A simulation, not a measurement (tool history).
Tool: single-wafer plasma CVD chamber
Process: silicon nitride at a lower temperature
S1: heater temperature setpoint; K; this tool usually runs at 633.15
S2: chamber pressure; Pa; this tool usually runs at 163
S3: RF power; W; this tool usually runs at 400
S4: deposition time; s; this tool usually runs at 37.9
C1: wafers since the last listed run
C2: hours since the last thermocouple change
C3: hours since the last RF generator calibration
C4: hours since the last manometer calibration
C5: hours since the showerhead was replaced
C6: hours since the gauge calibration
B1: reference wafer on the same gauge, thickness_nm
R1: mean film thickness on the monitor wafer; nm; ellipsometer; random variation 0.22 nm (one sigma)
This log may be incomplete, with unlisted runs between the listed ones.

run	hour	S1	S2	S3	S4	C1	C2	C3	C4	C5	C6	B1	R1
1	0	633.15	163	400	40.6	0	889.9	914.1	713.3	4202.7	81.5	39.708	49.732
2	40.6	633.15	163	400	40.6	630	930.5	954.7	753.9	4243.3	122.1	39.706	49.83
3	105.5	633.15	163	400	40.6	1007	995.4	1019.6	818.8	4308.2	187	39.721	49.476
4	157.1	633.15	163	400	37.9	801	1047	1071.2	870.4	4359.8	238.6	39.741	46.163
5	187.6	633.15	163	455	43.7	473	1077.5	1101.7	900.9	4390.3	269.1	39.724	56.549
6	239.5	633.15	163	400	37.9	805	1129.4	1153.6	952.8	4442.2	321	39.642	46.485
7	267.7	633.15	163	400	37.9	437	1157.6	1181.8	981	4470.4	349.2	39.709	46.184
8	302.6	633.15	163	425	37.9	541	1192.5	1216.7	1015.9	4505.3	384.1	39.729	47.609
9	346.7	633.15	163	375	37.9	684	1236.6	1260.8	1060	4549.4	428.2	39.68	45.291
10	381.1	627.15	163	400	39.7	534	1271	1295.2	1094.4	4583.8	462.6	39.7	48.347
11	417	627.15	163	400	39.7	557	1306.9	1331.1	1130.3	4619.7	498.5	39.692	48.515
# hour 426: thermocouple changed; heater temperature recalibrated
12	463.1	627.15	163	400	39.7	591	37.1	1377.2	1176.4	4665.8	544.6	39.69	48.862
# hour 486.9: capacitance manometer re-zeroed and calibrated
13	529.9	633.15	163	400	37.9	913	103.9	1444	43	4732.6	611.4	39.717	45.929
# hour 552.9: gauge calibrated
# hour 575.2: showerhead replaced
14	575.7	621.15	163	400	37.9	586	149.7	1489.8	88.8	0.5	22.8	39.731	46.19
15	643	625.15	163	365	37.9	1044	217	1557.1	156.1	67.8	90.1	39.732	44.388
16	677.4	624.15	163	345	30.7	534	251.4	1591.5	190.5	102.2	124.5	39.687	35.091
# hour 707.1: RF generator calibrated
17	707.6	633.15	163	475	42.6	344	281.6	0.5	220.7	132.4	154.7	39.7	56.364
18	736.7	633.15	163	400	37.9	451	310.7	29.6	249.8	161.5	183.8	39.734	46.431
19	764.1	633.15	192	400	42.4	425	338.1	57	277.2	188.9	211.2	39.723	54.38
20	826.7	633.15	163	400	37.9	972	400.7	119.6	339.8	251.5	273.8	39.687	46.855
21	853.3	621.15	163	435	37.9	413	427.3	146.2	366.4	278.1	300.4	39.684	48.092
22	892.6	633.15	163	400	37.9	610	466.6	185.5	405.7	317.4	339.7	39.71	46.487
23	924.8	633.15	163	365	34.5	499	498.8	217.7	437.9	349.6	371.9	39.681	40.351
24	957.6	642.15	145	355	40.9	509	531.6	250.5	470.7	382.4	404.7	39.675	45.444

Consider 4 possible next runs. They are alternatives, not a sequence: every one starts from the tool as it was left by run 24. What does each give?
A	958	633.15	163	400	37.9	6	532	250.9	471.1	382.8	405.1	?	?
B	958	625.15	175	400	37.9	6	532	250.9	471.1	382.8	405.1	?	?
C	958	633.15	151	400	42.3	6	532	250.9	471.1	382.8	405.1	?	?
D	958	644.15	163	400	37.9	6	532	250.9	471.1	382.8	405.1	?	?

run	B1	R1
A	39.67	46.295
B	39.67	47.456
C	39.67	50.442
D	39.67	46.091
What these runs would have given with no unlogged condition in the tool:
run	R1
A	46.295
B	47.456
C	50.442
D	46.091
